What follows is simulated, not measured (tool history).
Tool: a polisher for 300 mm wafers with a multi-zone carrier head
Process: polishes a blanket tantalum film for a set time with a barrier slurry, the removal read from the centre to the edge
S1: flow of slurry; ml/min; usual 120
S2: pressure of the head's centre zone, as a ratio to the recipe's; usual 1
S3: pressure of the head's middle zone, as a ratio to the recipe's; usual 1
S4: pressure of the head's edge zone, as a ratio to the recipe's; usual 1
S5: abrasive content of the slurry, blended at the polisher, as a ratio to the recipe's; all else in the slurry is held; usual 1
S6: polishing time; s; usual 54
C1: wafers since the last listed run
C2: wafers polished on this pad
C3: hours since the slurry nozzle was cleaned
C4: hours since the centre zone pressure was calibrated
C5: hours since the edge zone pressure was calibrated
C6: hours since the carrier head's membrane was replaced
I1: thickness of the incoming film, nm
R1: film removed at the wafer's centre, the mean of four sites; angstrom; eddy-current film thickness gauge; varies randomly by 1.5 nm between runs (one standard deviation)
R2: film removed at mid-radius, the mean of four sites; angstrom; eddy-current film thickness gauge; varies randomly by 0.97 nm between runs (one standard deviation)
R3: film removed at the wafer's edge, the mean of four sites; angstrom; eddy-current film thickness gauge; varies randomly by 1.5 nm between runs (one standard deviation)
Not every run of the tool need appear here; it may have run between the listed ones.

run,day,S1,S2,S3,S4,S5,S6,C1,C2,C3,C4,C5,C6,I1,R1,R2,R3
1,0,120,1,1,1,1,54,0,11,456.5,566.1,166.6,930.6,336.8,994,1004,1013
2,2.617,120,1,1,1,1,54,609,620,519.3,628.9,229.4,993.4,344,1007,1017,1019
3,4.075,120,1,1.05,1,1.1,54,339,960,554.3,663.9,264.4,1028.4,339.9,1005,1045,1025
4,5.196,120,1,1.05,1,1.1,54,261,1221,581.2,690.8,291.3,1055.3,336.6,1032,1065,1011
5,6.312,120,1,1,1,1,37,260,1481,608,717.6,318.1,1082.1,340.3,665,683,700
6,8.742,120,1,1.07,1,1,54,565,2047,666.3,775.9,376.4,1140.4,340.6,989,1032,1024
7,10.025,120,1,1,1,1,54,298,2345,697.1,806.7,407.2,1171.2,340.7,980,972,1022
# day 10.962: carrier head's membrane replaced by a new one, of another model than before
# day 12.279: worn pad replaced by a new one
8,12.3,100,1,1,1.1,1,54,442,4,751.7,861.3,461.8,32.1,347.4,905,937,976
9,13.925,120,1,1,1,1,54,378,382,790.7,900.3,500.8,71.1,340.5,969,977,991
10,15.412,120,1,1,1,1,54,346,729,826.4,936,536.5,106.8,341,973,966,993
# day 15.592: edge zone pressure recalibrated
11,17.275,120,1,1,1,1,54,414,1143,871.1,980.7,40.4,151.5,332.7,944,951,976
# day 17.712: slurry nozzle cleaned
12,18.388,120,1,1,1,1,70,249,1392,16.2,1007.4,67.1,178.2,335.1,1345,1358,1380
13,20.783,120,1,1,1,1,61,557,1950,73.7,1064.9,124.6,235.7,339.8,1190,1173,1172
# day 21.55: centre zone pressure recalibrated
# day 22.104: worn pad replaced by a new one
14,22.325,150,1,1,1,1,70,300,51,110.7,18.6,161.6,272.7,338.9,1427,1417,1401
15,23.583,120,1,1,1.05,1,54,293,344,140.9,48.8,191.8,302.9,338,1036,1040,1064
16,24.596,155,1,1,1,1,54,235,580,165.2,73.1,216.1,327.2,345.8,1108,1095,1081
17,26.846,120,1,1,1,1,54,523,1104,219.2,127.1,270.1,381.2,346.7,1018,1025,1032
18,28.896,120,1,1,1,1,54,477,1581,268.4,176.3,319.3,430.4,337.2,1005,1004,1025
19,29.929,90,1,1,0.88,1,72,240,1822,293.2,201.1,344.1,455.2,343.4,1210,1240,1229
# day 33.9: edge zone pressure recalibrated
# day 34.604: worn pad replaced by a new one
20,36.217,85,1.04,1,1,1.3,39,1405,375,444.1,352,55.6,606.1,337.1,674,681,728

Consider 5 possible next runs. They are alternatives, not a sequence: every one starts from the tool as it was left by run 20. What does each give?
A,36.233,120,1,0.95,1,1,54,3,379,444.5,352.4,56,606.5,346.1,?,?,?
B,36.233,90,1.05,1,1,0.85,65,3,379,444.5,352.4,56,606.5,346.1,?,?,?
C,36.233,110,0.88,1,1,1,54,3,379,444.5,352.4,56,606.5,346.1,?,?,?
D,36.233,100,1,1,0.89,0.85,69,3,379,444.5,352.4,56,606.5,346.1,?,?,?
E,36.233,150,1,1,0.9,1,54,3,379,444.5,352.4,56,606.5,346.1,?,?,?

run,R1,R2,R3
A,1007,979,1028
B,1096,1055,1118
C,859,977,1010
D,1158,1164,1168
E,1077,1063,1031
Take away the tool's hidden state, keep each run's random variation, and the runs would have read:
run,R1,R2,R3
A,1074,1036,1068
B,1193,1135,1172
C,921,1038,1052
D,1251,1243,1220
E,1133,1112,1064
